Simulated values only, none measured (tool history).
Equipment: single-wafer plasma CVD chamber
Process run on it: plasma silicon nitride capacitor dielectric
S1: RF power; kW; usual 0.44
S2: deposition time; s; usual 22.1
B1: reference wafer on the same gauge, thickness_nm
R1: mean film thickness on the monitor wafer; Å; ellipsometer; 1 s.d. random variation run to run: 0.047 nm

| run | hour | S1 | S2 | B1 | R1 |
|---|---|---|---|---|---|
| 1 | 0 | 0.44 | 22.1 | 34.788 | 314.34 |
| 2 | 14.4 | 0.44 | 22.1 | 34.777 | 314.55 |
| 3 | 26 | 0.44 | 22.1 | 34.797 | 314.93 |
| 4 | 33 | 0.44 | 20 | 34.826 | 284.69 |
| 5 | 39.5 | 0.44 | 20 | 34.814 | 284.35 |
| 6 | 53.7 | 0.42 | 22.1 | 34.796 | 310.19 |
| 7 | 64.6 | 0.42 | 22.1 | 34.796 | 310.8 |
| 8 | 73.7 | 0.48 | 22.1 | 34.807 | 321.29 |
| 9 | 83.8 | 0.48 | 22.1 | 34.817 | 321.8 |
|  | 85.1 | gauge calibrated |
| 10 | 93.8 | 0.48 | 22.1 | 34.801 | 321.11 |
|  | 104.6 | showerhead replaced |
| 11 | 109 | 0.415 | 18.8 | 34.8 | 263.32 |
| 12 | 123.1 | 0.4 | 23.6 | 34.813 | 326.69 |
| 13 | 133.5 | 0.44 | 22.1 | 34.8 | 313.68 |
| 14 | 145.7 | 0.515 | 19 | 34.806 | 281.75 |
| 15 | 157 | 0.44 | 22.1 | 34.791 | 313.58 |
|  | 171.5 | RF generator calibrated |
| 16 | 172 | 0.505 | 18.8 | 34.791 | 276.88 |
| 17 | 178.3 | 0.44 | 22.1 | 34.804 | 314.69 |
| 18 | 194.4 | 0.51 | 26.1 | 34.778 | 385.34 |
|  | 195.1 | gauge calibrated |
| 19 | 207.4 | 0.44 | 22.1 | 34.809 | 314.77 |
| 20 | 219.9 | 0.44 | 23.8 | 34.788 | 338.47 |

Forecast each of these 3 alternatives for the next run:
| A | 220.3 | 0.44 | 19.3 | ? | ? |
| B | 220.3 | 0.49 | 24.4 | ? | ? |
| C | 220.3 | 0.41 | 22.1 | ? | ? |

| run | B1 | R1 |
|---|---|---|
| A | 34.798 | 274.09 |
| B | 34.798 | 356.45 |
| C | 34.798 | 308.15 |
Without the tool's hidden state the same runs would have given:
| run | R1 |
|---|---|
| A | 274.09 |
| B | 356.45 |
| C | 308.15 |

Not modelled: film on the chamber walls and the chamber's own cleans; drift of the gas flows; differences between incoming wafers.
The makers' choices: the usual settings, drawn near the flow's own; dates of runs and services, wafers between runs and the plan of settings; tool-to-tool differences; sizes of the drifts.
